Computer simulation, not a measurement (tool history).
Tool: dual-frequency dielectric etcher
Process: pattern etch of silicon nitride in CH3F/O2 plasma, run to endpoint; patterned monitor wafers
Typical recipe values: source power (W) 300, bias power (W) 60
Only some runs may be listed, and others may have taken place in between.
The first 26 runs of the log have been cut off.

run	hour	source power (W)	bias power (W)	wafers since the last listed run	hours since the last wet clean	hours since the last source power generator calibration	hours since the last bias power generator calibration	hours since the last upper electrode change	incoming incoming film thickness, nm	endpoint time (s)
27	354.8	240	60	145	198.3	97.6	97.7	163.4	64.6	99.1
28	366.5	250	60	99	210	109.3	109.4	175.1	64.2	95.9
29	379.7	300	60	112	223.2	122.5	122.6	188.3	64.8	87.8
30	395.2	230	49	132	238.7	138	138.1	203.8	65.1	110.5
31	405.9	300	60	91	249.4	148.7	148.8	214.5	64.5	87
32	413.6	270	55	65	257.1	156.4	156.5	222.2	64.9	95.7
33	428.7	340	60	128	272.2	171.5	171.6	237.3	64.6	82.3
34	441.2	270	60	106	284.7	184	184.1	249.8	64.3	91.8
35	458.9	230	70	150	302.4	201.7	201.8	267.5	64.3	94.7
36	476.1	240	71	146	319.6	218.9	219	284.7	65	93.4

Below are 4 alternative next runs, each starting from the tool's condition after run 36. Predict each:
A	476.6	300	60	4	320.1	219.4	219.5	285.2	64.4	?
B	476.6	350	50	4	320.1	219.4	219.5	285.2	64.4	?
C	476.6	300	74	4	320.1	219.4	219.5	285.2	64.4	?
D	476.6	240	68	4	320.1	219.4	219.5	285.2	64.4	?

run	endpoint time (s)
A	86.8
B	85.3
C	80.5
D	93.7
Without the tool's hidden state the same runs would have given:
run	endpoint time (s)
A	88.8
B	87.2
C	82.3
D	95.8
